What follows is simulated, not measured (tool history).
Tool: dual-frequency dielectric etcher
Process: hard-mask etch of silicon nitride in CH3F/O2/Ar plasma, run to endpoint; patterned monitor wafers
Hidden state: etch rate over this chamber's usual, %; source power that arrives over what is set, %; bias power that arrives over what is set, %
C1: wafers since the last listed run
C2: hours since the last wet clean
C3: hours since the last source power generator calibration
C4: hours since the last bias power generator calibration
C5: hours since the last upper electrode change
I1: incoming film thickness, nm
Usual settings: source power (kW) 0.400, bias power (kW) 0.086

Run 1, hour 0.0: usual settings but source power (kW) 0.430; C1 0; C2 528.6; C3 1310.5; C4 2970.9; C5 1610.4; I1 28.25. Result: endpoint time (s) 40.3.
Run 2, hour 42.0: usual settings but source power (kW) 0.430; C1 405; C2 570.6; C3 1352.5; C4 3012.9; C5 1652.4; I1 28.31. Result: endpoint time (s) 40.6.
At hour 99.5: wet clean of the chamber.
Run 3, hour 100.0: usual settings but source power (kW) 0.430; C1 328; C2 0.5; C3 1410.5; C4 3070.9; C5 1710.4; I1 27.96. Result: endpoint time (s) 39.8.
Run 4, hour 166.0: usual settings; C1 636; C2 66.5; C3 1476.5; C4 3136.9; C5 1776.4; I1 27.89. Result: endpoint time (s) 40.3.
Run 5, hour 224.6: usual settings; C1 565; C2 125.1; C3 1535.1; C4 3195.5; C5 1835.0; I1 28.33. Result: endpoint time (s) 41.4.
Run 6, hour 257.2: usual settings; C1 314; C2 157.7; C3 1567.7; C4 3228.1; C5 1867.6; I1 28.11. Result: endpoint time (s) 41.0.
Run 7, hour 325.3: usual settings; C1 657; C2 225.8; C3 1635.8; C4 3296.2; C5 1935.7; I1 28.17. Result: endpoint time (s) 41.5.
Run 8, hour 394.4: usual settings but source power (kW) 0.460; C1 666; C2 294.9; C3 1704.9; C4 3365.3; C5 2004.8; I1 28.11. Result: endpoint time (s) 39.3.
Run 9, hour 455.4: usual settings; C1 588; C2 355.9; C3 1765.9; C4 3426.3; C5 2065.8; I1 28.16. Result: endpoint time (s) 41.6.
At hour 498.7: bias power generator calibrated.
Run 10, hour 667.8: usual settings but bias power (kW) 0.094; C1 2011; C2 568.3; C3 1978.3; C4 169.1; C5 2278.2; I1 28.26. Result: endpoint time (s) 40.1.
At hour 706.6: wet clean of the chamber.
Run 11, hour 738.2: usual settings but bias power (kW) 0.094; C1 447; C2 31.6; C3 2048.7; C4 239.5; C5 2348.6; I1 28.28. Result: endpoint time (s) 40.4.
Run 12, hour 796.6: usual settings; C1 563; C2 90.0; C3 2107.1; C4 297.9; C5 2407.0; I1 27.92. Result: endpoint time (s) 40.8.
Run 13, hour 848.8: usual settings; C1 503; C2 142.2; C3 2159.3; C4 350.1; C5 2459.2; I1 27.97. Result: endpoint time (s) 40.9.
Run 14, hour 887.8: usual settings but source power (kW) 0.450, bias power (kW) 0.067; C1 376; C2 181.2; C3 2198.3; C4 389.1; C5 2498.2; I1 28.25. Result: endpoint time (s) 42.9.
Run 15, hour 959.1: usual settings but source power (kW) 0.310, bias power (kW) 0.104; C1 688; C2 252.5; C3 2269.6; C4 460.4; C5 2569.5; I1 28.04. Result: endpoint time (s) 42.0.
Run 16, hour 1003.4: usual settings but source power (kW) 0.350, bias power (kW) 0.073; C1 427; C2 296.8; C3 2313.9; C4 504.7; C5 2613.8; I1 27.97. Result: endpoint time (s) 44.7.
Run 17, hour 1045.5: usual settings but source power (kW) 0.430, bias power (kW) 0.108; C1 406; C2 338.9; C3 2356.0; C4 546.8; C5 2655.9; I1 28.18. Result: endpoint time (s) 37.0.
At hour 1244.3: wet clean of the chamber.
Run 18, hour 1261.0: usual settings but source power (kW) 0.460, bias power (kW) 0.066; C1 1847; C2 16.7; C3 2571.5; C4 762.3; C5 2871.4; I1 28.32. Result: endpoint time (s) 42.4.
Run 19, hour 1293.3: usual settings; C1 311; C2 49.0; C3 2603.8; C4 794.6; C5 2903.7; I1 28.37. Result: endpoint time (s) 41.4.
Run 20, hour 1362.8: usual settings but source power (kW) 0.430, bias power (kW) 0.071; C1 670; C2 118.5; C3 2673.3; C4 864.1; C5 2973.2; I1 27.82. Result: endpoint time (s) 41.9.
At hour 1391.0: upper electrode replaced.
Run 21, hour 1416.2: usual settings but source power (kW) 0.440, bias power (kW) 0.074; C1 283; C2 171.9; C3 2726.7; C4 917.5; C5 25.2; I1 27.89. Result: endpoint time (s) 41.0.
Run 22, hour 1481.6: usual settings but bias power (kW) 0.102; C1 631; C2 237.3; C3 2792.1; C4 982.9; C5 90.6; I1 27.95. Result: endpoint time (s) 38.4.
Run 23, hour 1569.1: usual settings but source power (kW) 0.500, bias power (kW) 0.075; C1 844; C2 324.8; C3 2879.6; C4 1070.4; C5 178.1; I1 28.13. Result: endpoint time (s) 39.1.
At hour 1601.4: source power generator calibrated.
Run 24, hour 1625.9: usual settings but source power (kW) 0.360, bias power (kW) 0.071; C1 509; C2 381.6; C3 24.5; C4 1127.2; C5 234.9; I1 28.30. Result: endpoint time (s) 45.3.
Run 25, hour 1810.3: usual settings but source power (kW) 0.440, bias power (kW) 0.071; C1 1779; C2 566.0; C3 208.9; C4 1311.6; C5 419.3; I1 28.08. Result: endpoint time (s) 42.1.
At hour 1846.8: wet clean of the chamber.
Run 26, hour 1879.2: usual settings but source power (kW) 0.350, bias power (kW) 0.103; C1 433; C2 32.4; C3 277.8; C4 1380.5; C5 488.2; I1 28.18. Result: endpoint time (s) 40.9.
Run 27, hour 2026.6: usual settings but source power (kW) 0.330, bias power (kW) 0.101; C1 1422; C2 179.8; C3 425.2; C4 1527.9; C5 635.6; I1 28.37. Result: endpoint time (s) 41.9.
Run 28, hour 2060.6: usual settings but bias power (kW) 0.073; C1 328; C2 213.8; C3 459.2; C4 1561.9; C5 669.6; I1 28.25. Result: endpoint time (s) 43.4.
Run 29, hour 2123.8: usual settings but source power (kW) 0.340, bias power (kW) 0.076; C1 609; C2 277.0; C3 522.4; C4 1625.1; C5 732.8; I1 28.03. Result: endpoint time (s) 45.0.
Run 30, hour 2178.2: usual settings; C1 524; C2 331.4; C3 576.8; C4 1679.5; C5 787.2; I1 28.05. Result: endpoint time (s) 40.4.
Run 31, hour 2203.0: usual settings but source power (kW) 0.320, bias power (kW) 0.071; C1 239; C2 356.2; C3 601.6; C4 1704.3; C5 812.0; I1 27.81. Result: endpoint time (s) 46.4.
Run 32, hour 2241.3: usual settings; C1 369; C2 394.5; C3 639.9; C4 1742.6; C5 850.3; I1 28.09. Result: endpoint time (s) 40.8.
Run 33, hour 2272.2: usual settings; C1 298; C2 425.4; C3 670.8; C4 1773.5; C5 881.2; I1 28.00. Result: endpoint time (s) 41.0.
Run 34, hour 2326.2: usual settings; C1 521; C2 479.4; C3 724.8; C4 1827.5; C5 935.2; I1 28.20. Result: endpoint time (s) 41.5.
At hour 2359.7: wet clean of the chamber.
Run 35, hour 2386.2: usual settings but bias power (kW) 0.095; C1 347; C2 26.5; C3 784.8; C4 1887.5; C5 995.2; I1 28.16. Result: endpoint time (s) 40.1.
Run 36, hour 2511.6: usual settings but source power (kW) 0.330, bias power (kW) 0.067; C1 1210; C2 151.9; C3 910.2; C4 2012.9; C5 1120.6; I1 28.10. Result: endpoint time (s) 47.2.

3 ways to go on from here, each from the tool as it stands after run 36. What would each give?
Run A, hour 2512.0: usual settings but bias power (kW) 0.079; C1 3; C2 152.3; C3 910.6; C4 2013.3; C5 1121.0; I1 28.15. Result: endpoint time (s) ?.
Run B, hour 2512.0: usual settings but source power (kW) 0.440, bias power (kW) 0.104; C1 3; C2 152.3; C3 910.6; C4 2013.3; C5 1121.0; I1 28.15. Result: endpoint time (s) ?.
Run C, hour 2512.0: usual settings but source power (kW) 0.310; C1 3; C2 152.3; C3 910.6; C4 2013.3; C5 1121.0; I1 28.15. Result: endpoint time (s) ?.

run  endpoint time (s)
  A               42.6
  B               37.8
  C               45.4
Without the tool's hidden state the same runs would have given:
run  endpoint time (s)
  A               42.6
  B               37.8
  C               45.4
